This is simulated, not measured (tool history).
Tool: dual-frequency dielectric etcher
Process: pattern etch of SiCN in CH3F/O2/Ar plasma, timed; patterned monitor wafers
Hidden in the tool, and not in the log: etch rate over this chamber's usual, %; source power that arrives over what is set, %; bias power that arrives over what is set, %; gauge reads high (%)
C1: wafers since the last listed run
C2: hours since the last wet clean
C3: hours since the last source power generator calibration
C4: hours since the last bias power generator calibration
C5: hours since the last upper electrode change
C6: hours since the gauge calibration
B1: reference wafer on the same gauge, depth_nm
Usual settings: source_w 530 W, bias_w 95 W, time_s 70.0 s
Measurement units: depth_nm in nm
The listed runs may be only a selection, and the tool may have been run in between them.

Run 1, hour 0.0: usual settings but source_w 610 W; C1 0; C2 391.3; C3 2590.3; C4 756.7; C5 2711.4; C6 1680.5; B1 29.70. Result: depth_nm 35.56 nm.
Run 2, hour 47.1: usual settings; C1 501; C2 438.4; C3 2637.4; C4 803.8; C5 2758.5; C6 1727.6; B1 29.74. Result: depth_nm 34.46 nm.
At hour 95.5: wet clean of the chamber.
Run 3, hour 143.2: usual settings; C1 767; C2 47.7; C3 2733.5; C4 899.9; C5 2854.6; C6 1823.7; B1 29.70. Result: depth_nm 34.51 nm.
Run 4, hour 236.8: usual settings but source_w 490 W; C1 996; C2 141.3; C3 2827.1; C4 993.5; C5 2948.2; C6 1917.3; B1 29.71. Result: depth_nm 33.84 nm.
Run 5, hour 313.4: usual settings; C1 815; C2 217.9; C3 2903.7; C4 1070.1; C5 3024.8; C6 1993.9; B1 29.65. Result: depth_nm 34.66 nm.
Run 6, hour 364.5: usual settings; C1 544; C2 269.0; C3 2954.8; C4 1121.2; C5 3075.9; C6 2045.0; B1 29.72. Result: depth_nm 34.45 nm.
Run 7, hour 417.0: usual settings; C1 558; C2 321.5; C3 3007.3; C4 1173.7; C5 3128.4; C6 2097.5; B1 29.72. Result: depth_nm 34.61 nm.
Run 8, hour 519.9: usual settings; C1 1095; C2 424.4; C3 3110.2; C4 1276.6; C5 3231.3; C6 2200.4; B1 29.69. Result: depth_nm 34.55 nm.
At hour 576.0: wet clean of the chamber.
Run 9, hour 605.5: usual settings; C1 655; C2 29.5; C3 3195.8; C4 1362.2; C5 3316.9; C6 2286.0; B1 29.73. Result: depth_nm 34.56 nm.
Run 10, hour 686.7: usual settings; C1 864; C2 110.7; C3 3277.0; C4 1443.4; C5 3398.1; C6 2367.2; B1 29.70. Result: depth_nm 34.49 nm.
Run 11, hour 756.2: usual settings; C1 739; C2 180.2; C3 3346.5; C4 1512.9; C5 3467.6; C6 2436.7; B1 29.71. Result: depth_nm 34.65 nm.
At hour 853.7: bias power generator calibrated.
Run 12, hour 863.6: usual settings; C1 1100; C2 287.6; C3 3453.9; C4 9.9; C5 3575.0; C6 2544.1; B1 29.68. Result: depth_nm 34.39 nm.
At hour 869.5: gauge calibrated.
Run 13, hour 905.9: usual settings; C1 450; C2 329.9; C3 3496.2; C4 52.2; C5 3617.3; C6 36.4; B1 29.69. Result: depth_nm 34.35 nm.
At hour 932.8: source power generator calibrated.
At hour 965.0: wet clean of the chamber.
Run 14, hour 989.6: usual settings; C1 593; C2 24.6; C3 56.8; C4 135.9; C5 3701.0; C6 120.1; B1 29.70. Result: depth_nm 34.30 nm.
Run 15, hour 1078.1: usual settings but source_w 480 W, bias_w 116 W, time_s 79.0 s; C1 942; C2 113.1; C3 145.3; C4 224.4; C5 3789.5; C6 208.6; B1 29.69. Result: depth_nm 41.35 nm.
Run 16, hour 1159.4: usual settings; C1 865; C2 194.4; C3 226.6; C4 305.7; C5 3870.8; C6 289.9; B1 29.68. Result: depth_nm 34.46 nm.
Run 17, hour 1206.3: usual settings but source_w 480 W, bias_w 116 W, time_s 79.0 s; C1 499; C2 241.3; C3 273.5; C4 352.6; C5 3917.7; C6 336.8; B1 29.68. Result: depth_nm 41.42 nm.
Run 18, hour 1301.4: usual settings but time_s 64.0 s; C1 1012; C2 336.4; C3 368.6; C4 447.7; C5 4012.8; C6 431.9; B1 29.72. Result: depth_nm 31.48 nm.
Run 19, hour 1387.6: usual settings but bias_w 115 W; C1 917; C2 422.6; C3 454.8; C4 533.9; C5 4099.0; C6 518.1; B1 29.69. Result: depth_nm 37.56 nm.
At hour 1449.0: wet clean of the chamber.
Run 20, hour 1449.5: usual settings but bias_w 112 W, time_s 80.0 s; C1 403; C2 0.5; C3 516.7; C4 595.8; C5 4160.9; C6 580.0; B1 29.66. Result: depth_nm 42.24 nm.
Run 21, hour 1476.9: usual settings but source_w 490 W, bias_w 111 W, time_s 58.0 s; C1 291; C2 27.9; C3 544.1; C4 623.2; C5 4188.3; C6 607.4; B1 29.70. Result: depth_nm 30.07 nm.
Run 22, hour 1542.6: usual settings; C1 699; C2 93.6; C3 609.8; C4 688.9; C5 4254.0; C6 673.1; B1 29.67. Result: depth_nm 34.56 nm.
At hour 1601.8: upper electrode replaced.
Run 23, hour 1632.1: usual settings but source_w 610 W, time_s 91.0 s; C1 697; C2 183.1; C3 699.3; C4 778.4; C5 30.3; C6 762.6; B1 29.67. Result: depth_nm 46.35 nm.
Run 24, hour 1710.2: usual settings; C1 831; C2 261.2; C3 777.4; C4 856.5; C5 108.4; C6 840.7; B1 29.70. Result: depth_nm 34.48 nm.
Run 25, hour 1778.3: usual settings but source_w 430 W, bias_w 76 W, time_s 57.5 s; C1 725; C2 329.3; C3 845.5; C4 924.6; C5 176.5; C6 908.8; B1 29.69. Result: depth_nm 24.48 nm.
At hour 1842.0: wet clean of the chamber.
Run 26, hour 1842.5: usual settings; C1 427; C2 0.5; C3 909.7; C4 988.8; C5 240.7; C6 973.0; B1 29.73. Result: depth_nm 34.49 nm.
Run 27, hour 1927.7: usual settings but source_w 650 W, bias_w 86 W; C1 907; C2 85.7; C3 994.9; C4 1074.0; C5 325.9; C6 1058.2; B1 29.75. Result: depth_nm 34.91 nm.
Run 28, hour 2023.7: usual settings; C1 1022; C2 181.7; C3 1090.9; C4 1170.0; C5 421.9; C6 1154.2; B1 29.72. Result: depth_nm 34.53 nm.
Run 29, hour 2079.8: usual settings but source_w 500 W, bias_w 108 W, time_s 82.0 s; C1 597; C2 237.8; C3 1147.0; C4 1226.1; C5 478.0; C6 1210.3; B1 29.69. Result: depth_nm 42.07 nm.

Run-by-run hidden state of the tool:
etch rate over this chamber's usual, %: 0 on each run
source power that arrives over what is set, %: 0 on each run
bias power that arrives over what is set, %: 0 on each run
gauge reads high (%): 0 on each run

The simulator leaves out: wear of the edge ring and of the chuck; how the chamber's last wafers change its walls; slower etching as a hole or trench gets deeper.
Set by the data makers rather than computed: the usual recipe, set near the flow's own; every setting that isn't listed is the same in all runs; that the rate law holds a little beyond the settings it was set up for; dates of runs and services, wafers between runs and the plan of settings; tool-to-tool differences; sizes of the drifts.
